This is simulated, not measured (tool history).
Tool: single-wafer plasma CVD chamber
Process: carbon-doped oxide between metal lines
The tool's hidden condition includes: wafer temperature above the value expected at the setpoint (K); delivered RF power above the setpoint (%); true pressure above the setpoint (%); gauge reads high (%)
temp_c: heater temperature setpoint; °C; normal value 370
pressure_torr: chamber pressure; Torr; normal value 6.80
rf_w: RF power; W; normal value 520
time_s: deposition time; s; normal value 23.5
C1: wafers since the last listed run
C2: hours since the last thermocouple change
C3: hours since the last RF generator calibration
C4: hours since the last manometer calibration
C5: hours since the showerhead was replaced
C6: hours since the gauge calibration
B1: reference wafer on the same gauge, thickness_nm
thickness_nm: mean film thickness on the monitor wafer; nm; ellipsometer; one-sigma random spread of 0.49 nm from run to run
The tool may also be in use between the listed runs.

run 1 hour=0.0 | temp_c=370 pressure_torr=6.80 rf_w=470 time_s=23.5 | C1=0 C2=285.1 C3=161.2 C4=1560.9 C5=5037.5 C6=119.0 | B1=112.955 | thickness_nm=109.324
run 2 hour=93.1 | temp_c=370 pressure_torr=6.80 rf_w=520 time_s=23.5 | C1=2143 C2=378.2 C3=254.3 C4=1654.0 C5=5130.6 C6=212.1 | B1=112.947 | thickness_nm=114.674
run 3 hour=187.8 | temp_c=370 pressure_torr=7.72 rf_w=520 time_s=23.5 | C1=2179 C2=472.9 C3=349.0 C4=1748.7 C5=5225.3 C6=306.8 | B1=112.888 | thickness_nm=116.483
run 4 hour=235.8 | temp_c=370 pressure_torr=6.80 rf_w=520 time_s=23.5 | C1=1104 C2=520.9 C3=397.0 C4=1796.7 C5=5273.3 C6=354.8 | B1=113.133 | thickness_nm=115.843
run 5 hour=304.4 | temp_c=370 pressure_torr=6.80 rf_w=520 time_s=23.5 | C1=1579 C2=589.5 C3=465.6 C4=1865.3 C5=5341.9 C6=423.4 | B1=112.913 | thickness_nm=115.415
run 6 hour=358.0 | temp_c=370 pressure_torr=6.80 rf_w=520 time_s=23.5 | C1=1233 C2=643.1 C3=519.2 C4=1918.9 C5=5395.5 C6=477.0 | B1=113.126 | thickness_nm=115.078
run 7 hour=456.6 | temp_c=370 pressure_torr=6.80 rf_w=520 time_s=23.5 | C1=2269 C2=741.7 C3=617.8 C4=2017.5 C5=5494.1 C6=575.6 | B1=113.058 | thickness_nm=114.736
-- hour=476.0 capacitance manometer re-zeroed and calibrated
run 8 hour=503.5 | temp_c=370 pressure_torr=6.80 rf_w=520 time_s=23.5 | C1=895 C2=788.6 C3=664.7 C4=27.5 C5=5541.0 C6=622.5 | B1=113.069 | thickness_nm=114.654
-- hour=514.1 gauge calibrated
run 9 hour=573.2 | temp_c=370 pressure_torr=5.67 rf_w=560 time_s=21.7 | C1=1604 C2=858.3 C3=734.4 C4=97.2 C5=5610.7 C6=59.1 | B1=112.989 | thickness_nm=108.243
run 10 hour=674.6 | temp_c=362 pressure_torr=5.69 rf_w=520 time_s=19.4 | C1=2334 C2=959.7 C3=835.8 C4=198.6 C5=5712.1 C6=160.5 | B1=113.056 | thickness_nm=94.992
run 11 hour=722.2 | temp_c=370 pressure_torr=6.80 rf_w=455 time_s=26.6 | C1=1095 C2=1007.3 C3=883.4 C4=246.2 C5=5759.7 C6=208.1 | B1=112.973 | thickness_nm=119.562
run 12 hour=819.8 | temp_c=357 pressure_torr=6.80 rf_w=520 time_s=23.5 | C1=2246 C2=1104.9 C3=981.0 C4=343.8 C5=5857.3 C6=305.7 | B1=112.992 | thickness_nm=118.080
-- hour=847.5 thermocouple changed; heater temperature recalibrated
-- hour=892.5 RF generator calibrated
-- hour=895.7 showerhead replaced
run 13 hour=912.6 | temp_c=370 pressure_torr=6.80 rf_w=520 time_s=23.5 | C1=1695 C2=65.1 C3=20.1 C4=436.6 C5=16.9 C6=398.5 | B1=113.068 | thickness_nm=117.062
run 14 hour=997.8 | temp_c=381 pressure_torr=6.06 rf_w=520 time_s=26.8 | C1=1961 C2=150.3 C3=105.3 C4=521.8 C5=102.1 C6=483.7 | B1=112.877 | thickness_nm=126.301
run 15 hour=1037.0 | temp_c=370 pressure_torr=6.80 rf_w=520 time_s=23.5 | C1=902 C2=189.5 C3=144.5 C4=561.0 C5=141.3 C6=522.9 | B1=112.921 | thickness_nm=116.469
run 16 hour=1119.5 | temp_c=370 pressure_torr=6.03 rf_w=520 time_s=23.5 | C1=1899 C2=272.0 C3=227.0 C4=643.5 C5=223.8 C6=605.4 | B1=112.942 | thickness_nm=114.195
run 17 hour=1160.7 | temp_c=370 pressure_torr=6.80 rf_w=470 time_s=23.5 | C1=948 C2=313.2 C3=268.2 C4=684.7 C5=265.0 C6=646.6 | B1=113.017 | thickness_nm=109.465

3 ways to go on from here, each from the tool as it stands after run 17. What would each give?
run A hour=1161.1 | temp_c=370 pressure_torr=6.80 rf_w=520 time_s=23.5 | C1=9 C2=313.6 C3=268.6 C4=685.1 C5=265.4 C6=647.0 | B1=? | thickness_nm=?
run B hour=1161.1 | temp_c=356 pressure_torr=7.98 rf_w=520 time_s=19.5 | C1=9 C2=313.6 C3=268.6 C4=685.1 C5=265.4 C6=647.0 | B1=? | thickness_nm=?
run C hour=1161.1 | temp_c=358 pressure_torr=6.80 rf_w=520 time_s=23.5 | C1=9 C2=313.6 C3=268.6 C4=685.1 C5=265.4 C6=647.0 | B1=? | thickness_nm=?

run=A B1=112.921 thickness_nm=115.918
run=B B1=112.921 thickness_nm=101.274
run=C B1=112.921 thickness_nm=119.466
With no hidden state in the tool, these same runs would have given:
run=A thickness_nm=116.131
run=B thickness_nm=101.499
run=C thickness_nm=119.730
